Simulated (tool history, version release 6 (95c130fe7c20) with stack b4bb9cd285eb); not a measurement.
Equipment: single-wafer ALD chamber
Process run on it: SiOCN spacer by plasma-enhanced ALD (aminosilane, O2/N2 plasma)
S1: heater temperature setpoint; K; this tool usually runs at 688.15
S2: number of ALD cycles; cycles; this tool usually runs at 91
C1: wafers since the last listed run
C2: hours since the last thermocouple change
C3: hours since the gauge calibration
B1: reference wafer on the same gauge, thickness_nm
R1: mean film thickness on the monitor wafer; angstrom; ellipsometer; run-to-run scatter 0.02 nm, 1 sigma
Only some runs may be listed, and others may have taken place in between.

Run 1, hour 0: usual settings but S2 101 cycles; C1 0; C2 516.3; C3 524.9; B1 4.775. Result: R1 57.02 angstrom.
Run 2, hour 61.4: usual settings but S1 685.15 K; C1 166; C2 577.7; C3 586.3; B1 4.773. Result: R1 51.96 angstrom.
Run 3, hour 120.3: usual settings but S1 685.15 K; C1 159; C2 636.6; C3 645.2; B1 4.772. Result: R1 52.22 angstrom.
Run 4, hour 174.5: usual settings but S1 685.15 K; C1 146; C2 690.8; C3 699.4; B1 4.771. Result: R1 51.96 angstrom.
Run 5, hour 218.3: usual settings but S1 682.15 K; C1 118; C2 734.6; C3 743.2; B1 4.769. Result: R1 52.43 angstrom.
Run 6, hour 279.8: usual settings but S1 682.15 K; C1 166; C2 796.1; C3 804.7; B1 4.768. Result: R1 52.73 angstrom.
Run 7, hour 314.5: usual settings but S1 682.15 K; C1 94; C2 830.8; C3 839.4; B1 4.772. Result: R1 52.44 angstrom.
Run 8, hour 343: usual settings; C1 77; C2 859.3; C3 867.9; B1 4.761. Result: R1 51.15 angstrom.
Run 9, hour 374.9: usual settings; C1 86; C2 891.2; C3 899.8; B1 4.777. Result: R1 51.37 angstrom.
Run 10, hour 420.4: usual settings but S1 676.15 K; C1 123; C2 936.7; C3 945.3; B1 4.766. Result: R1 52.85 angstrom.
At hour 472.1: gauge calibrated.
Run 11, hour 481: usual settings but S1 695.15 K, S2 96 cycles; C1 164; C2 997.3; C3 8.9; B1 4.773. Result: R1 53.13 angstrom.
Run 12, hour 522.5: usual settings but S1 703.15 K, S2 81 cycles; C1 112; C2 1038.8; C3 50.4; B1 4.771. Result: R1 43.53 angstrom.
At hour 570.7: thermocouple changed; heater temperature recalibrated.
Run 13, hour 576.2: usual settings but S1 675.15 K; C1 123; C2 5.5; C3 104.1; B1 4.767. Result: R1 52.63 angstrom.
Run 14, hour 637.1: usual settings but S1 693.15 K, S2 101 cycles; C1 165; C2 66.4; C3 165; B1 4.767. Result: R1 55.03 angstrom.
Run 15, hour 805.9: usual settings but S1 695.15 K, S2 108 cycles; C1 457; C2 235.2; C3 333.8; B1 4.768. Result: R1 59.17 angstrom.
Run 16, hour 867.7: usual settings; C1 167; C2 297; C3 395.6; B1 4.772. Result: R1 50.96 angstrom.
Run 17, hour 900.4: usual settings but S1 683.15 K, S2 104 cycles; C1 88; C2 329.7; C3 428.3; B1 4.77. Result: R1 59.49 angstrom.

Estimate the outcome of run 18 from the log above:
Run 18, hour 947.2: usual settings but S1 694.15 K, S2 106 cycles; C1 126; C2 376.5; C3 475.1; B1 ?. Result: R1 ?.

B1: 4.775
R1: 58.23 angstrom
The same run, on a tool lacking any hidden state, would have yielded R1 57.4 angstrom.

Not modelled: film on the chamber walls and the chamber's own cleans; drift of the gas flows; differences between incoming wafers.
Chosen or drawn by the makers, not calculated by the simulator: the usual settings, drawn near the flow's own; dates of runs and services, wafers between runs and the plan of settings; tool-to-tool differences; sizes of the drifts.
